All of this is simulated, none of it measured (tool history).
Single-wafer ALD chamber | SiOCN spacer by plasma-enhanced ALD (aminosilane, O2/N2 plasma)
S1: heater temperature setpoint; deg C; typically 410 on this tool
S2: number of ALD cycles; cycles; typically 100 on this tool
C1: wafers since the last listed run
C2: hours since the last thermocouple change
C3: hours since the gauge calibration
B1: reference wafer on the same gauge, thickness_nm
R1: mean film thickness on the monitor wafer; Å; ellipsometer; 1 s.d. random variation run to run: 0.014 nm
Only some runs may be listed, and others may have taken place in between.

{"run": 1, "hour": 0.0, "S1": 410, "S2": 96, "C1": 0, "C2": 2081.8, "C3": 42.4, "B1": 5.006, "R1": 52.01}
{"run": 2, "hour": 9.2, "S1": 410, "S2": 100, "C1": 23, "C2": 2091.0, "C3": 51.6, "B1": 5.005, "R1": 54.42}
{"run": 3, "hour": 26.4, "S1": 410, "S2": 100, "C1": 43, "C2": 2108.2, "C3": 68.8, "B1": 5.014, "R1": 54.24}
{"run": 4, "hour": 42.7, "S1": 410, "S2": 100, "C1": 41, "C2": 2124.5, "C3": 85.1, "B1": 5.009, "R1": 54.39}
{"run": 5, "hour": 56.0, "S1": 410, "S2": 100, "C1": 33, "C2": 2137.8, "C3": 98.4, "B1": 5.015, "R1": 54.39}
{"run": 6, "hour": 69.7, "S1": 401, "S2": 100, "C1": 34, "C2": 2151.5, "C3": 112.1, "B1": 5.012, "R1": 55.57}
{"run": 7, "hour": 77.9, "S1": 410, "S2": 100, "C1": 20, "C2": 2159.7, "C3": 120.3, "B1": 5.009, "R1": 54.49}
{"run": 8, "hour": 90.6, "S1": 410, "S2": 100, "C1": 32, "C2": 2172.4, "C3": 133.0, "B1": 5.004, "R1": 54.69}
{"run": 9, "hour": 100.5, "S1": 410, "S2": 100, "C1": 25, "C2": 2182.3, "C3": 142.9, "B1": 5.007, "R1": 54.25}
{"run": 10, "hour": 122.6, "S1": 410, "S2": 115, "C1": 56, "C2": 2204.4, "C3": 165.0, "B1": 5.01, "R1": 62.65}
{"run": 11, "hour": 134.0, "S1": 410, "S2": 115, "C1": 28, "C2": 2215.8, "C3": 176.4, "B1": 5.009, "R1": 62.91}
{"run": 12, "hour": 147.4, "S1": 410, "S2": 115, "C1": 34, "C2": 2229.2, "C3": 189.8, "B1": 5.013, "R1": 62.54}
{"run": 13, "hour": 189.7, "S1": 410, "S2": 100, "C1": 107, "C2": 2271.5, "C3": 232.1, "B1": 5.012, "R1": 54.34}
{"run": 14, "hour": 203.0, "S1": 410, "S2": 100, "C1": 33, "C2": 2284.8, "C3": 245.4, "B1": 5.015, "R1": 54.46}
{"hour": 217.0, "done": "thermocouple changed; heater temperature recalibrated"}
{"run": 15, "hour": 217.5, "S1": 410, "S2": 81, "C1": 16, "C2": 0.5, "C3": 259.9, "B1": 5.01, "R1": 44.11}
{"run": 16, "hour": 229.4, "S1": 410, "S2": 100, "C1": 30, "C2": 12.4, "C3": 271.8, "B1": 5.01, "R1": 54.35}
{"hour": 243.4, "done": "gauge calibrated"}
{"run": 17, "hour": 269.1, "S1": 410, "S2": 100, "C1": 100, "C2": 52.1, "C3": 25.7, "B1": 5.007, "R1": 54.59}
{"run": 18, "hour": 275.5, "S1": 403, "S2": 106, "C1": 16, "C2": 58.5, "C3": 32.1, "B1": 5.007, "R1": 58.56}
{"run": 19, "hour": 291.8, "S1": 398, "S2": 100, "C1": 41, "C2": 74.8, "C3": 48.4, "B1": 5.011, "R1": 56.2}
{"run": 20, "hour": 302.2, "S1": 403, "S2": 114, "C1": 26, "C2": 85.2, "C3": 58.8, "B1": 5.012, "R1": 63.55}
{"run": 21, "hour": 309.1, "S1": 400, "S2": 100, "C1": 17, "C2": 92.1, "C3": 65.7, "B1": 5.006, "R1": 55.86}
{"run": 22, "hour": 326.4, "S1": 410, "S2": 100, "C1": 43, "C2": 109.4, "C3": 83.0, "B1": 5.013, "R1": 54.41}
{"run": 23, "hour": 336.0, "S1": 410, "S2": 119, "C1": 24, "C2": 119.0, "C3": 92.6, "B1": 5.012, "R1": 64.81}
{"run": 24, "hour": 346.6, "S1": 424, "S2": 100, "C1": 26, "C2": 129.6, "C3": 103.2, "B1": 5.006, "R1": 52.05}
{"run": 25, "hour": 357.3, "S1": 410, "S2": 100, "C1": 27, "C2": 140.3, "C3": 113.9, "B1": 5.008, "R1": 54.19}
{"run": 26, "hour": 365.6, "S1": 405, "S2": 118, "C1": 21, "C2": 148.6, "C3": 122.2, "B1": 5.01, "R1": 64.63}
{"run": 27, "hour": 381.8, "S1": 410, "S2": 100, "C1": 41, "C2": 164.8, "C3": 138.4, "B1": 5.006, "R1": 54.42}
{"run": 28, "hour": 398.6, "S1": 410, "S2": 87, "C1": 42, "C2": 181.6, "C3": 155.2, "B1": 5.007, "R1": 47.18}
{"run": 29, "hour": 406.1, "S1": 399, "S2": 110, "C1": 19, "C2": 189.1, "C3": 162.7, "B1": 5.011, "R1": 61.77}

Predict each of these 3 candidate next runs independently; none follows another, all start after run 29:
{"run": "A", "hour": 406.7, "S1": 410, "S2": 92, "C1": 1, "C2": 189.7, "C3": 163.3, "B1": "?", "R1": "?"}
{"run": "B", "hour": 406.7, "S1": 402, "S2": 90, "C1": 1, "C2": 189.7, "C3": 163.3, "B1": "?", "R1": "?"}
{"run": "C", "hour": 406.7, "S1": 414, "S2": 100, "C1": 1, "C2": 189.7, "C3": 163.3, "B1": "?", "R1": "?"}

run=A B1=5.008 R1=49.70
run=B B1=5.008 R1=49.68
run=C B1=5.008 R1=53.44
With no hidden state in the tool, these same runs would have given:
run=A R1=49.70
run=B R1=49.68
run=C R1=53.44

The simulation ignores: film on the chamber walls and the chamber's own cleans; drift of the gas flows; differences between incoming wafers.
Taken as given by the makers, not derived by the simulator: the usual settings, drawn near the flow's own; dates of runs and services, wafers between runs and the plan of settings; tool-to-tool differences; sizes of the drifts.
